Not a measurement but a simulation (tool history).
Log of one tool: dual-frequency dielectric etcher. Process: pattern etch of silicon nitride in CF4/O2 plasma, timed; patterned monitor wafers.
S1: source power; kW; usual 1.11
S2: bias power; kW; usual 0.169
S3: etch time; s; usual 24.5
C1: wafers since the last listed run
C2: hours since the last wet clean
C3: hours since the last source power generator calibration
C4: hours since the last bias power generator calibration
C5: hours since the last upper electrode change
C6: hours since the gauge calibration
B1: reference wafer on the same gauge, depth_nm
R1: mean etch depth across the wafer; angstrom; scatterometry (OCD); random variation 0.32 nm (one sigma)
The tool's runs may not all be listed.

run    hour    S1     S2    S3    C1     C2      C3      C4      C5      C6    B1    R1
  1       0  1.11  0.169  24.5     0  309.4   718.8  2516.4     989   529.7    87  1003
  2    49.9  1.11  0.169  24.5  1060  359.3   768.7  2566.3  1038.9   579.6  87.1  1004
         95  -- wet clean of the chamber
  3   109.8  1.11  0.169  24.5   763   14.8   828.6  2626.2  1098.8   639.5    87  1007
  4   207.8  1.11  0.169  24.5  2083  112.8   926.6  2724.2  1196.8   737.5    87  1004
  5   265.6  1.11  0.169  24.5  1228  170.6   984.4    2782  1254.6   795.3    87   998
  6   341.7  1.11  0.169  24.5  1618  246.7  1060.5  2858.1  1330.7   871.4    87  1000
  7   404.5  1.11   0.18  24.5  1335  309.5  1123.3  2920.9  1393.5   934.2    87  1027
  8   483.5  1.11   0.18  24.5  1679  388.5  1202.3  2999.9  1472.5  1013.2  86.9  1026
  9   522.9  1.11  0.169  24.5   837  427.9  1241.7  3039.3  1511.9  1052.6    87  1001
      558.2  -- wet clean of the chamber
 10   594.2  1.11  0.169  24.5  1005     36    1313  3110.6  1583.2  1123.9    87  1006
      630.8  -- gauge calibrated
 11   672.1  1.11  0.169  24.5  1656  113.9  1390.9  3188.5  1661.1    41.3    87  1003
 12   742.6  1.11  0.207  24.5  1498  184.4  1461.4    3259  1731.6   111.8    87  1083
      753.2  -- bias power generator calibrated
      878.9  -- upper electrode replaced
      960.2  -- wet clean of the chamber
 13  1045.4  1.11  0.152  24.5  5332   85.2  1764.2   292.2   166.5   414.6    87   966
     1064.9  -- source power generator calibrated
 14  1129.2  0.99  0.195    22  1696    169    64.3     376   250.3   498.4    87   871
 15  1179.1  1.11  0.169    22  1060  218.9   114.2   425.9   300.2   548.3    87   897
     1382.5  -- wet clean of the chamber
 16    1383  0.86  0.194    27  3825    0.5   318.1   629.8   504.1   752.2    87   962
 17    1419  1.11  0.198  24.5   765   36.5   354.1   665.8   540.1   788.2  86.9  1058
 18  1468.5  0.98  0.169  26.5  1052     86   403.6   715.3   589.6   837.7    87   985
 19  1522.4  1.11  0.169  24.5  1146  139.9   457.5   769.2   643.5   891.6    87   998
     1587.3  -- gauge calibrated
 20  1602.5  1.34  0.142    31  1703    220   537.6   849.3   723.6    15.2  87.1  1379

Forecast each of these 4 alternatives for the next run:
  A  1602.9  1.11  0.169  24.5   8  220.4  538  849.7  724  15.6   ?   ?
  B  1602.9  0.86  0.169    32   8  220.4  538  849.7  724  15.6   ?   ?
  C  1602.9  0.88   0.13    32   8  220.4  538  849.7  724  15.6   ?   ?
  D  1602.9  0.84  0.157    27   8  220.4  538  849.7  724  15.6   ?   ?

run  B1    R1
  A  87   999
  B  87  1074
  C  87   991
  D  87   866
Without the tool's hidden state the same runs would have given:
run    R1
  A   999
  B  1074
  C   991
  D   866

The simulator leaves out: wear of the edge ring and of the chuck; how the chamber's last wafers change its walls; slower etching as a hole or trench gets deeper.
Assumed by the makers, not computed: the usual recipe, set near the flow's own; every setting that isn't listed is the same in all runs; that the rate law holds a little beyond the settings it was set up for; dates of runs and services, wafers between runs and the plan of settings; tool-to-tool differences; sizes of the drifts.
